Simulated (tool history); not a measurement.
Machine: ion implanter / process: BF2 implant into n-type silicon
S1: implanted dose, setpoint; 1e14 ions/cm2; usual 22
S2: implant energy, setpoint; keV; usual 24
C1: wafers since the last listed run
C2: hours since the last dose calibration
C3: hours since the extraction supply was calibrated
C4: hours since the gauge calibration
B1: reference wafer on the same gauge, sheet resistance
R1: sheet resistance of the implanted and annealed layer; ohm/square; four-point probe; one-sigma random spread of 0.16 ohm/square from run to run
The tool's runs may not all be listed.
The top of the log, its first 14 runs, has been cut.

{"day": 19.842, "done": "Faraday cup replaced and dose calibrated"}
{"run": 15, "day": 19.862, "S1": 18.09, "S2": 24, "C1": 361, "C2": 0.5, "C3": 207.9, "C4": 207.1, "B1": 120.99, "R1": 110.44}
{"run": 16, "day": 20.288, "S1": 22, "S2": 24, "C1": 205, "C2": 10.7, "C3": 218.1, "C4": 217.3, "B1": 120.96, "R1": 106.35}
{"run": 17, "day": 21.271, "S1": 22, "S2": 24, "C1": 474, "C2": 34.3, "C3": 241.7, "C4": 240.9, "B1": 120.94, "R1": 106.18}
{"run": 18, "day": 22.517, "S1": 22, "S2": 24, "C1": 601, "C2": 64.2, "C3": 271.6, "C4": 270.8, "B1": 121, "R1": 106.31}
{"run": 19, "day": 23.579, "S1": 27.93, "S2": 30, "C1": 512, "C2": 89.7, "C3": 297.1, "C4": 296.3, "B1": 121.01, "R1": 94.81}
{"run": 20, "day": 24.383, "S1": 27.46, "S2": 27.5, "C1": 388, "C2": 109, "C3": 316.4, "C4": 315.6, "B1": 120.96, "R1": 98.03}
{"run": 21, "day": 25.333, "S1": 22, "S2": 24, "C1": 458, "C2": 131.8, "C3": 339.2, "C4": 338.4, "B1": 121.02, "R1": 105.9}
{"run": 22, "day": 26.229, "S1": 27.98, "S2": 28.5, "C1": 432, "C2": 153.3, "C3": 360.7, "C4": 359.9, "B1": 121.04, "R1": 96.76}
{"run": 23, "day": 27.45, "S1": 26.01, "S2": 30.5, "C1": 589, "C2": 182.6, "C3": 390, "C4": 389.2, "B1": 121, "R1": 95.05}
{"run": 24, "day": 28.171, "S1": 28.02, "S2": 32, "C1": 347, "C2": 199.9, "C3": 407.3, "C4": 406.5, "B1": 120.96, "R1": 92.39}
{"run": 25, "day": 28.788, "S1": 16.03, "S2": 19, "C1": 297, "C2": 214.7, "C3": 422.1, "C4": 421.3, "B1": 120.96, "R1": 122.5}
{"run": 26, "day": 29.458, "S1": 28.23, "S2": 16.5, "C1": 323, "C2": 230.8, "C3": 438.2, "C4": 437.4, "B1": 120.98, "R1": 115.3}
{"run": 27, "day": 30.333, "S1": 22, "S2": 19, "C1": 422, "C2": 251.8, "C3": 459.2, "C4": 458.4, "B1": 121.04, "R1": 114.16}
{"run": 28, "day": 31.588, "S1": 17.5, "S2": 29.5, "C1": 605, "C2": 281.9, "C3": 489.3, "C4": 488.5, "B1": 121.06, "R1": 103.6}
{"run": 29, "day": 32.883, "S1": 18.08, "S2": 20, "C1": 625, "C2": 313, "C3": 520.4, "C4": 519.6, "B1": 121.01, "R1": 116.6}
{"run": 30, "day": 33.462, "S1": 27.93, "S2": 24, "C1": 279, "C2": 326.9, "C3": 534.3, "C4": 533.5, "B1": 121.05, "R1": 102.7}
{"run": 31, "day": 34.533, "S1": 17.5, "S2": 29.5, "C1": 516, "C2": 352.6, "C3": 560, "C4": 559.2, "B1": 121.01, "R1": 103.53}
{"run": 32, "day": 35.196, "S1": 19.39, "S2": 21.5, "C1": 319, "C2": 368.5, "C3": 575.9, "C4": 575.1, "B1": 120.97, "R1": 112.53}
{"run": 33, "day": 36.25, "S1": 17.55, "S2": 20, "C1": 508, "C2": 393.8, "C3": 601.2, "C4": 600.4, "B1": 120.97, "R1": 117.29}
{"run": 34, "day": 37.367, "S1": 16.41, "S2": 20.5, "C1": 538, "C2": 420.6, "C3": 628, "C4": 627.2, "B1": 120.99, "R1": 118.4}
{"run": 35, "day": 38.396, "S1": 16.01, "S2": 16.5, "C1": 496, "C2": 445.3, "C3": 652.7, "C4": 651.9, "B1": 121.01, "R1": 127.06}
{"run": 36, "day": 39.729, "S1": 22, "S2": 24, "C1": 643, "C2": 477.3, "C3": 684.7, "C4": 683.9, "B1": 121, "R1": 105.71}
{"run": 37, "day": 40.512, "S1": 17.9, "S2": 20, "C1": 377, "C2": 496.1, "C3": 703.5, "C4": 702.7, "B1": 120.92, "R1": 116.53}

Predict each of these 4 candidate next runs independently; none follows another, all start after run 37:
{"run": "A", "day": 40.529, "S1": 26.16, "S2": 24, "C1": 8, "C2": 496.5, "C3": 703.9, "C4": 703.1, "B1": "?", "R1": "?"}
{"run": "B", "day": 40.529, "S1": 28.11, "S2": 27.5, "C1": 8, "C2": 496.5, "C3": 703.9, "C4": 703.1, "B1": "?", "R1": "?"}
{"run": "C", "day": 40.529, "S1": 25.92, "S2": 26.5, "C1": 8, "C2": 496.5, "C3": 703.9, "C4": 703.1, "B1": "?", "R1": "?"}
{"run": "D", "day": 40.529, "S1": 19.63, "S2": 17, "C1": 8, "C2": 496.5, "C3": 703.9, "C4": 703.1, "B1": "?", "R1": "?"}

run=A B1=121.01 R1=103.24
run=B B1=121.01 R1=97.61
run=C B1=121.01 R1=99.8
run=D B1=121.01 R1=119.89
With no hidden state in the tool, these same runs would have given:
run=A R1=103.52
run=B R1=97.86
run=C R1=100.08
run=D R1=120.46
